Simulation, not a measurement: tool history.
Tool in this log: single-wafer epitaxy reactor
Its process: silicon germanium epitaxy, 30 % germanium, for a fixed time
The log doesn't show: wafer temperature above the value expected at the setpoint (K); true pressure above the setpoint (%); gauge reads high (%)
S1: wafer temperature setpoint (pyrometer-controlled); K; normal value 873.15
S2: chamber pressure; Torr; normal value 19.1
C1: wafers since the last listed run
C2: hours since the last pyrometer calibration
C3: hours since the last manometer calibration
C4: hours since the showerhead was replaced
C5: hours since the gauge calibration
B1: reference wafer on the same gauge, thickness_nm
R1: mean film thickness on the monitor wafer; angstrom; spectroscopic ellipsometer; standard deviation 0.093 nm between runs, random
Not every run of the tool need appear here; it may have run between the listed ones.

run  hour      S1    S2   C1      C2      C3      C4     C5      B1      R1
  1     0  873.15    22    0  2519.3  1874.9  6512.3   69.2  54.307  596.32
  2  17.3  873.15    22  335  2536.6  1892.2  6529.6   86.5  54.317  596.86
  3  27.5  873.15    22  197  2546.8  1902.4  6539.8   96.7  54.309   594.5
  4  45.4  873.15  16.9  346  2564.7  1920.3  6557.7  114.6  54.299  533.27
  5  53.4  869.15    17  155  2572.7  1928.3  6565.7  122.6  54.324  497.12
  6  60.8  869.15    17  143  2580.1  1935.7  6573.1    130  54.312  496.13
  7  68.7  873.15  19.1  153    2588  1943.6    6581  137.9   54.33  560.08
     79.7  -- capacitance manometer re-zeroed and calibrated
     90.8  -- showerhead replaced
  8  91.3  868.15  17.9  127  2610.6    11.6     0.5  160.5  54.297   497.9
  9  97.4  878.15  15.2  118  2616.7    17.7     6.6  166.6  54.283  555.47

Expected results for the next run?
       100  -- gauge calibrated
 10  112.6  873.15  15.2  294  2631.9  32.9  21.8  12.6   ?   ?

B1: 54.292
R1: 506.45 angstrom
If the tool had no hidden condition, the same run with the same run-to-run variation would have returned R1 562.77 angstrom.
